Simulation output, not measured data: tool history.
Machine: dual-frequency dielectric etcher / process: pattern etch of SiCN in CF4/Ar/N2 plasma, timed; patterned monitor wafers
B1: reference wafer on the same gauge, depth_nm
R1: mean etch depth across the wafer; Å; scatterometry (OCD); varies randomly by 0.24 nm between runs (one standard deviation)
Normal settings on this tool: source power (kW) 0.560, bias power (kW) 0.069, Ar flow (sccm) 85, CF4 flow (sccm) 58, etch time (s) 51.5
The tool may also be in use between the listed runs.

run 1 hour=0.0 | source_power_(kW)=0.670 bias_power_(kW)=0.069 Ar_flow_(sccm)=85 CF4_flow_(sccm)=66 etch_time_(s)=51.5 | B1=48.3 | R1=622
-- hour=33.9 wet clean of the chamber
run 2 hour=34.4 | source_power_(kW)=0.670 bias_power_(kW)=0.069 Ar_flow_(sccm)=85 CF4_flow_(sccm)=66 etch_time_(s)=51.5 | B1=48.4 | R1=602
-- hour=41.8 gauge calibrated
run 3 hour=105.5 | source_power_(kW)=0.620 bias_power_(kW)=0.069 Ar_flow_(sccm)=85 CF4_flow_(sccm)=58 etch_time_(s)=51.5 | B1=48.4 | R1=552
-- hour=122.5 source power generator calibrated
run 4 hour=127.1 | source_power_(kW)=0.620 bias_power_(kW)=0.069 Ar_flow_(sccm)=85 CF4_flow_(sccm)=58 etch_time_(s)=51.5 | B1=48.4 | R1=551
run 5 hour=142.2 | source_power_(kW)=0.560 bias_power_(kW)=0.069 Ar_flow_(sccm)=85 CF4_flow_(sccm)=61 etch_time_(s)=51.5 | B1=48.4 | R1=502
run 6 hour=166.9 | source_power_(kW)=0.560 bias_power_(kW)=0.052 Ar_flow_(sccm)=85 CF4_flow_(sccm)=71 etch_time_(s)=51.5 | B1=48.5 | R1=475
run 7 hour=184.1 | source_power_(kW)=0.560 bias_power_(kW)=0.069 Ar_flow_(sccm)=78 CF4_flow_(sccm)=58 etch_time_(s)=51.5 | B1=48.5 | R1=503
run 8 hour=214.4 | source_power_(kW)=0.680 bias_power_(kW)=0.069 Ar_flow_(sccm)=76 CF4_flow_(sccm)=48 etch_time_(s)=38.5 | B1=48.4 | R1=453
-- hour=240.0 upper electrode replaced
-- hour=252.8 bias power generator calibrated
run 9 hour=253.3 | source_power_(kW)=0.620 bias_power_(kW)=0.069 Ar_flow_(sccm)=85 CF4_flow_(sccm)=58 etch_time_(s)=51.5 | B1=48.3 | R1=554
-- hour=275.3 CF4 flow controller replaced
run 10 hour=277.4 | source_power_(kW)=0.510 bias_power_(kW)=0.077 Ar_flow_(sccm)=85 CF4_flow_(sccm)=47 etch_time_(s)=61.0 | B1=48.3 | R1=539
run 11 hour=311.7 | source_power_(kW)=0.670 bias_power_(kW)=0.069 Ar_flow_(sccm)=76 CF4_flow_(sccm)=58 etch_time_(s)=51.5 | B1=48.5 | R1=616

Expected results for the next run?
run 12 hour=344.5 | source_power_(kW)=0.560 bias_power_(kW)=0.069 Ar_flow_(sccm)=85 CF4_flow_(sccm)=58 etch_time_(s)=51.5 | B1=? | R1=?

Run 12 produced B1 48.4, R1 505 Å.
The same run, on a tool lacking any hidden state, would have yielded R1 493 Å.

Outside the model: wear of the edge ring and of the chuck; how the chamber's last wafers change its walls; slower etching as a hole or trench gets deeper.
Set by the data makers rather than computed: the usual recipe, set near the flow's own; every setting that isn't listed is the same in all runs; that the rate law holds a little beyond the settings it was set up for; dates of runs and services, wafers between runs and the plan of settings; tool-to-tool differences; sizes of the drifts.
